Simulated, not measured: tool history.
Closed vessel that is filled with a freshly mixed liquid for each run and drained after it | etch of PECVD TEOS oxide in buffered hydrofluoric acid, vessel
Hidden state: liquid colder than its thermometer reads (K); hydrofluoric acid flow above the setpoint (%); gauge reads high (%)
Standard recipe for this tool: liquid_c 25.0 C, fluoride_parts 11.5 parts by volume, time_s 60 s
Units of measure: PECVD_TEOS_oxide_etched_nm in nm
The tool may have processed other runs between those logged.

run     day  liquid_c  fluoride_parts  time_s  wafers since the last listed run  hours since the thermometer was replaced  hours since the hydrofluoric acid flow meter was replaced  hours since the gauge calibration  read-back film thickness of the PECVD TEOS oxide reference wafer, read on the same gauge (nm)  PECVD_TEOS_oxide_etched_nm
  1   0.000      25.0            11.5      60                                 0                                     499.1                                                      692.0                               74.8                                                                                         130.01                      123.73
  2   0.892      25.0            11.5      60                              1483                                     520.5                                                      713.4                               96.2                                                                                         130.00                      123.67
  3   2.175      25.0            11.5      60                              2134                                     551.3                                                      744.2                              127.0                                                                                         130.00                      122.96
  4   3.429      25.0            10.5      60                              2086                                     581.4                                                      774.3                              157.1                                                                                         130.00                      133.48
  5   4.112      25.0            11.5      30                              1136                                     597.8                                                      790.7                              173.5                                                                                         129.99                       61.45
  6   5.046      25.0            11.5      30                              1552                                     620.2                                                      813.1                              195.9                                                                                         129.98                       61.29
  7   6.154      25.0            11.5      50                              1843                                     646.8                                                      839.7                              222.5                                                                                         130.03                      102.03
  8   6.725      25.0             7.5      60                               949                                     660.5                                                      853.4                              236.2                                                                                         130.00                      182.81
      6.933  -- hydrofluoric acid flow meter replaced
  9   7.250      28.0             7.5      30                               804                                     673.1                                                        7.6                              248.8                                                                                         129.98                      101.22
      7.546  -- gauge calibrated
 10   8.250      25.0            11.5      60                              1663                                     697.1                                                       31.6                               16.9                                                                                         130.01                      114.76
      9.325  -- thermometer replaced
 11   9.458      25.0            11.5      60                              1940                                       3.2                                                       60.6                               45.9                                                                                         130.01                      127.06
 12  10.021      22.5            11.5      45                               935                                      16.7                                                       74.1                               59.4                                                                                         130.00                       83.27
 13  11.017      29.5            10.5      45                              1656                                      40.6                                                       98.0                               83.3                                                                                         130.00                      131.58

The next listed run, before its measurement:
 14  12.050      27.5            11.5      60                              1718                                      65.4                                                      122.8                              108.1                                                                                              ?                           ?

{"run 14": {"read-back film thickness of the PECVD TEOS oxide reference wafer, read on the same gauge (nm)": 130.0, "PECVD_TEOS_oxide_etched_nm": 144.55}}
With no hidden state in the tool, this same run would have given PECVD_TEOS_oxide_etched_nm 146.84 nm.
